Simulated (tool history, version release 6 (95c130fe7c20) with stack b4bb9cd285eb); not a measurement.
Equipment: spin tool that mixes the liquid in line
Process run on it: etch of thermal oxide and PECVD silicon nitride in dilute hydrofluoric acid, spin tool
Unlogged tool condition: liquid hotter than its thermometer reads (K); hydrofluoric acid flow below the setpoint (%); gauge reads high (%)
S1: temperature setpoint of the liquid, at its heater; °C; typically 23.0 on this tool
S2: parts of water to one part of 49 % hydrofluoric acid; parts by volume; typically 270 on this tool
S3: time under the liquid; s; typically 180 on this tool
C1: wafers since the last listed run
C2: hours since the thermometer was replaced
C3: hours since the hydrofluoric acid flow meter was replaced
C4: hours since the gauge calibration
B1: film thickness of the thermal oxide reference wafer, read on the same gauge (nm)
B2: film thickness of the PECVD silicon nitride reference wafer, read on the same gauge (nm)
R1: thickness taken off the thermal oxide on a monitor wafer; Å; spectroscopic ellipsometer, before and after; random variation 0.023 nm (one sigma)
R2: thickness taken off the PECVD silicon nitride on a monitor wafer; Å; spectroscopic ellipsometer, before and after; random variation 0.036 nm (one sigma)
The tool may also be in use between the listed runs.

Run 1, hour 0.0: usual settings but S2 300 parts by volume; C1 0; C2 2544.2; C3 1663.2; C4 583.3; B1 116.596; B2 116.619. Result: R1 21.83 Å, R2 28.01 Å.
Run 2, hour 32.1: usual settings; C1 245; C2 2576.3; C3 1695.3; C4 615.4; B1 116.467; B2 116.444. Result: R1 24.71 Å, R2 30.95 Å.
Run 3, hour 67.7: usual settings; C1 272; C2 2611.9; C3 1730.9; C4 651.0; B1 116.272; B2 116.273. Result: R1 25.00 Å, R2 30.69 Å.
Run 4, hour 109.8: usual settings; C1 322; C2 2654.0; C3 1773.0; C4 693.1; B1 116.070; B2 116.113. Result: R1 25.35 Å, R2 30.74 Å.
Run 5, hour 175.1: usual settings; C1 499; C2 2719.3; C3 1838.3; C4 758.4; B1 115.770; B2 115.744. Result: R1 25.25 Å, R2 31.16 Å.
Run 6, hour 246.5: usual settings; C1 546; C2 2790.7; C3 1909.7; C4 829.8; B1 115.427; B2 115.414. Result: R1 24.80 Å, R2 30.00 Å.
Run 7, hour 270.5: usual settings but S1 24.5 °C; C1 183; C2 2814.7; C3 1933.7; C4 853.8; B1 115.301; B2 115.284. Result: R1 26.29 Å, R2 33.12 Å.
Run 8, hour 341.2: usual settings but S1 24.5 °C; C1 541; C2 2885.4; C3 2004.4; C4 924.5; B1 114.978; B2 114.976. Result: R1 26.12 Å, R2 33.28 Å.
At hour 378.9: gauge calibrated.
Run 9, hour 406.9: usual settings but S1 24.5 °C; C1 502; C2 2951.1; C3 2070.1; C4 28.0; B1 120.255; B2 120.221. Result: R1 27.16 Å, R2 34.63 Å.
Run 10, hour 477.7: usual settings but S3 130 s; C1 541; C2 3021.9; C3 2140.9; C4 98.8; B1 119.905; B2 119.916. Result: R1 18.32 Å, R2 22.30 Å.
Run 11, hour 504.5: usual settings but S1 21.5 °C, S2 305 parts by volume, S3 100 s; C1 205; C2 3048.7; C3 2167.7; C4 125.6; B1 119.779; B2 119.784. Result: R1 11.74 Å, R2 14.24 Å.
Run 12, hour 565.9: usual settings but S1 21.5 °C, S2 190 parts by volume; C1 469; C2 3110.1; C3 2229.1; C4 187.0; B1 119.467; B2 119.506. Result: R1 37.36 Å, R2 40.98 Å.
At hour 611.0: thermometer replaced.
Run 13, hour 627.5: usual settings but S1 25.5 °C, S2 340 parts by volume, S3 90 s; C1 463; C2 16.5; C3 2290.7; C4 248.6; B1 119.201; B2 119.163. Result: R1 10.43 Å, R2 14.43 Å.
Run 14, hour 656.9: usual settings but S1 19.5 °C, S2 225 parts by volume, S3 75 s; C1 225; C2 45.9; C3 2320.1; C4 278.0; B1 119.057; B2 119.064. Result: R1 11.77 Å, R2 12.46 Å.
Run 15, hour 728.3: usual settings but S2 170 parts by volume, S3 275 s; C1 546; C2 117.3; C3 2391.5; C4 349.4; B1 118.687; B2 118.680. Result: R1 69.07 Å, R2 74.87 Å.
Run 16, hour 786.1: usual settings but S1 24.5 °C; C1 442; C2 175.1; C3 2449.3; C4 407.2; B1 118.431; B2 118.413. Result: R1 26.95 Å, R2 34.32 Å.
At hour 822.2: hydrofluoric acid flow meter replaced.
Run 17, hour 828.4: usual settings but S1 26.0 °C, S3 235 s; C1 316; C2 217.4; C3 6.2; C4 449.5; B1 118.217; B2 118.209. Result: R1 37.17 Å, R2 48.35 Å.
Run 18, hour 872.4: usual settings but S1 27.5 °C, S3 245 s; C1 336; C2 261.4; C3 50.2; C4 493.5; B1 118.001; B2 118.035. Result: R1 40.95 Å, R2 55.33 Å.
Run 19, hour 909.9: usual settings; C1 287; C2 298.9; C3 87.7; C4 531.0; B1 117.853; B2 117.866. Result: R1 25.37 Å, R2 30.45 Å.
Run 20, hour 941.0: usual settings but S1 18.5 °C, S2 315 parts by volume, S3 70 s; C1 238; C2 330.0; C3 118.8; C4 562.1; B1 117.693; B2 117.707. Result: R1 6.85 Å, R2 7.78 Å.
Run 21, hour 1003.0: usual settings but S1 19.5 °C, S2 190 parts by volume; C1 474; C2 392.0; C3 180.8; C4 624.1; B1 117.394; B2 117.391. Result: R1 34.11 Å, R2 34.57 Å.
Run 22, hour 1058.3: usual settings but S2 315 parts by volume; C1 423; C2 447.3; C3 236.1; C4 679.4; B1 117.119; B2 117.095. Result: R1 20.86 Å, R2 26.12 Å.
Run 23, hour 1109.1: usual settings but S2 320 parts by volume; C1 388; C2 498.1; C3 286.9; C4 730.2; B1 116.877; B2 116.879. Result: R1 20.17 Å, R2 26.17 Å.
Run 24, hour 1161.0: usual settings but S1 21.0 °C, S2 220 parts by volume, S3 130 s; C1 397; C2 550.0; C3 338.8; C4 782.1; B1 116.624; B2 116.631. Result: R1 21.79 Å, R2 23.82 Å.

Forecast each of these 5 alternatives for the next run:
Run A, hour 1161.5: usual settings; C1 3; C2 550.5; C3 339.3; C4 782.6; B1 ?; B2 ?. Result: R1 ?, R2 ?.
Run B, hour 1161.5: usual settings but S1 18.5 °C, S2 230 parts by volume, S3 245 s; C1 3; C2 550.5; C3 339.3; C4 782.6; B1 ?; B2 ?. Result: R1 ?, R2 ?.
Run C, hour 1161.5: usual settings but S1 21.5 °C; C1 3; C2 550.5; C3 339.3; C4 782.6; B1 ?; B2 ?. Result: R1 ?, R2 ?.
Run D, hour 1161.5: usual settings but S1 21.0 °C; C1 3; C2 550.5; C3 339.3; C4 782.6; B1 ?; B2 ?. Result: R1 ?, R2 ?.
Run E, hour 1161.5: usual settings but S1 20.0 °C, S2 140 parts by volume, S3 115 s; C1 3; C2 550.5; C3 339.3; C4 782.6; B1 ?; B2 ?. Result: R1 ?, R2 ?.

run       B1       B2     R1     R2
  A  116.642  116.579  25.14  31.04
  B  116.642  116.579  35.29  37.01
  C  116.642  116.579  23.81  28.25
  D  116.642  116.579  23.38  27.37
  E  116.642  116.579  31.53  31.06
The same runs, with their run-to-run variation unchanged, on a tool lacking any hidden condition would have given:
run     R1     R2
  A  25.86  31.94
  B  36.31  38.08
  C  24.50  29.07
  D  24.05  28.16
  E  32.44  31.95
